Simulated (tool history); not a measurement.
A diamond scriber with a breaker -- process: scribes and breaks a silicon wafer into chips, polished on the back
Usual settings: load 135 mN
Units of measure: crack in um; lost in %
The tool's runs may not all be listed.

run	hour	load	wafers since the last listed run	hours since the diamond tip was replaced	hours since the load on the tip was calibrated	incoming depth of the damage left on the back of the incoming wafer, um	crack	lost
1	0.0	135	0	309.7	965.2	0.05	12.72	1.27
2	14.9	148	60	324.6	980.1	0.04	13.51	1.39
3	31.1	118	66	340.8	996.3	0.05	12.07	1.55
4	55.0	118	97	364.7	1020.2	0.04	12.33	1.64
5	73.7	122	76	383.4	1038.9	0.04	12.30	1.55
6	96.9	122	94	406.6	1062.1	0.05	12.11	1.46
7	112.2	122	62	421.9	1077.4	0.04	12.42	1.55
8	139.0	135	109	448.7	1104.2	0.03	12.91	1.34
9	168.7	106	121	478.4	1133.9	0.02	11.63	2.32
# hour 204.0: diamond tip replaced by a new one
10	204.5	106	137	0.5	1169.7	0.04	11.74	2.38
11	216.7	106	49	12.7	1181.9	0.04	11.90	2.38
12	247.0	171	123	43.0	1212.2	0.02	14.25	2.48
13	264.7	110	72	60.7	1229.9	0.01	11.86	2.08
14	277.8	121	53	73.8	1243.0	0.05	12.68	1.67
# hour 301.3: load on the tip recalibrated
15	307.2	135	111	103.2	5.9	0.02	12.59	1.22
16	336.4	161	119	132.4	35.1	0.01	14.17	2.06
17	358.0	160	88	154.0	56.7	0.02	13.96	1.94
18	381.4	96	95	177.4	80.1	0.03	11.31	3.17
19	407.2	106	105	203.2	105.9	0.04	11.55	2.40
20	479.4	125	294	275.4	178.1	0.03	12.15	1.43
21	502.7	157	95	298.7	201.4	0.05	13.61	1.65
22	517.5	170	60	313.5	216.2	0.02	14.18	2.58

Branching from run 22: 3 alternative next runs. What would each branch give?
A	518.1	135	2	314.1	216.8	0.03	?	?
B	518.1	104	2	314.1	216.8	0.03	?	?
C	518.1	95	2	314.1	216.8	0.03	?	?

run	crack	lost
A	12.76	1.18
B	11.52	2.25
C	11.15	3.05
What these runs would have given with no unlogged condition in the tool:
run	crack	lost
A	12.76	1.18
B	11.52	2.25
C	11.15	3.05
